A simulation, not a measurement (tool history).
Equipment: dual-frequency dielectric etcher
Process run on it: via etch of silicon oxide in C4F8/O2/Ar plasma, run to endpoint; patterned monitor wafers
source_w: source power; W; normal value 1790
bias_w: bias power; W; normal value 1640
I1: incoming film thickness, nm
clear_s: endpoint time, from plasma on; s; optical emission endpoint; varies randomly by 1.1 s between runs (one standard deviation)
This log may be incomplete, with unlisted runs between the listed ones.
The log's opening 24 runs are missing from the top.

run 25 hour=642.0 | source_w=1790 bias_w=1640 | I1=1826.0 | clear_s=357.7
-- hour=661.3 source power generator calibrated
run 26 hour=746.4 | source_w=2230 bias_w=1768 | I1=1848.0 | clear_s=321.7
run 27 hour=763.8 | source_w=1790 bias_w=1640 | I1=1860.2 | clear_s=362.7
run 28 hour=787.5 | source_w=2020 bias_w=1821 | I1=1854.7 | clear_s=334.2
run 29 hour=819.5 | source_w=2050 bias_w=1491 | I1=1842.1 | clear_s=344.9
run 30 hour=845.8 | source_w=2170 bias_w=1474 | I1=1861.9 | clear_s=343.6
run 31 hour=876.7 | source_w=1650 bias_w=1376 | I1=1846.5 | clear_s=387.2
run 32 hour=888.8 | source_w=2180 bias_w=1325 | I1=1834.4 | clear_s=344.8
run 33 hour=910.7 | source_w=1790 bias_w=1762 | I1=1834.6 | clear_s=347.8
run 34 hour=930.3 | source_w=1980 bias_w=1525 | I1=1849.0 | clear_s=347.4

Consider 5 possible next runs. They are alternatives, not a sequence: every one starts from the tool as it was left by run 34. What does each give?
run A hour=930.8 | source_w=1790 bias_w=1640 | I1=1851.9 | clear_s=?
run B hour=930.8 | source_w=2130 bias_w=1462 | I1=1851.9 | clear_s=?
run C hour=930.8 | source_w=1790 bias_w=1835 | I1=1851.9 | clear_s=?
run D hour=930.8 | source_w=2030 bias_w=1640 | I1=1851.9 | clear_s=?
run E hour=930.8 | source_w=1390 bias_w=1640 | I1=1851.9 | clear_s=?

run=A clear_s=356.6
run=B clear_s=341.9
run=C clear_s=345.4
run=D clear_s=338.1
run=E clear_s=397.3
With the hidden condition removed and each run's random variation left untouched, the same runs would have given:
run=A clear_s=364.1
run=B clear_s=349.0
run=C clear_s=352.7
run=D clear_s=345.2
run=E clear_s=405.6
